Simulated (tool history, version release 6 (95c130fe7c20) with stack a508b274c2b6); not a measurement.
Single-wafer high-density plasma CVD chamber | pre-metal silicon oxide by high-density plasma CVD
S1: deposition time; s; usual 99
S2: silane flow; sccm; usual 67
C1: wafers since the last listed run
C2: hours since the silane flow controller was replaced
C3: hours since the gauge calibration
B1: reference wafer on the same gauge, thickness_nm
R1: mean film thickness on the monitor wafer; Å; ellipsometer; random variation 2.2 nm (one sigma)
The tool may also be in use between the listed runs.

run	hour	S1	S2	C1	C2	C3	B1	R1
1	0	99	67	0	3208.4	626.2	701.25	6906.47
2	66.5	99	67	753	3274.9	692.7	700.74	6861
3	100.4	104.2	73	384	3308.8	726.6	701.453	7729.51
4	157	114.5	64	641	3365.4	783.2	700.565	7731.28
5	200.4	114.5	64	492	3408.8	826.6	700.887	7731.67
# hour 208: gauge calibrated
6	267	114.5	64	755	3475.4	59	700.659	7715.61
7	302.9	113	72	406	3511.3	94.9	701.508	8310.47
8	340.3	113	72	423	3548.7	132.3	701.092	8321.34
9	386.6	113	72	524	3595	178.6	700.879	8389.51
10	445.3	99	67	665	3653.7	237.3	701.849	6930.33
# hour 515.5: silane flow controller replaced
11	516	99	67	710	0.5	308	700.157	6603.2
12	559.2	106.8	61	489	43.7	351.2	701.222	6658.83
13	629.9	109.2	78	801	114.4	421.9	701.193	8129.32
14	787.8	99	67	1790	272.3	579.8	700.855	6666.38
15	838.6	84.1	54	575	323.1	630.6	701.041	4847.59
16	900.9	116.8	60	706	385.4	692.9	700.838	7224.55
17	945.3	99	67	503	429.8	737.3	701.088	6652.95
# hour 967.4: gauge calibrated
18	975.4	99	56	341	459.9	8	701.494	5834.74
19	1004.1	114.7	77	325	488.6	36.7	701.375	8514.15
20	1073.9	106.4	74	791	558.4	106.5	700.953	7669.2
21	1144	108.8	71	794	628.5	176.6	700.576	7649.43
22	1192.9	109.2	78	554	677.4	225.5	701.558	8226.63
23	1218.3	93.3	74	287	702.8	250.9	701.369	6762.78
24	1284.8	87.4	78	753	769.3	317.4	701.177	6574.58

Forecast each of these 5 alternatives for the next run:
A	1285.2	94	67	4	769.7	317.8	?	?
B	1285.2	84.5	59	4	769.7	317.8	?	?
C	1285.2	87.4	71	4	769.7	317.8	?	?
D	1285.2	83.8	73	4	769.7	317.8	?	?
E	1285.2	79.2	79	4	769.7	317.8	?	?

run	B1	R1
A	700.925	6303.68
B	700.925	5167.79
C	700.925	6119.05
D	700.925	5990.68
E	700.925	6012.49
Without the tool's hidden state the same runs would have given:
run	R1
A	6235.84
B	5112.17
C	6053.2
D	5926.21
E	5947.78
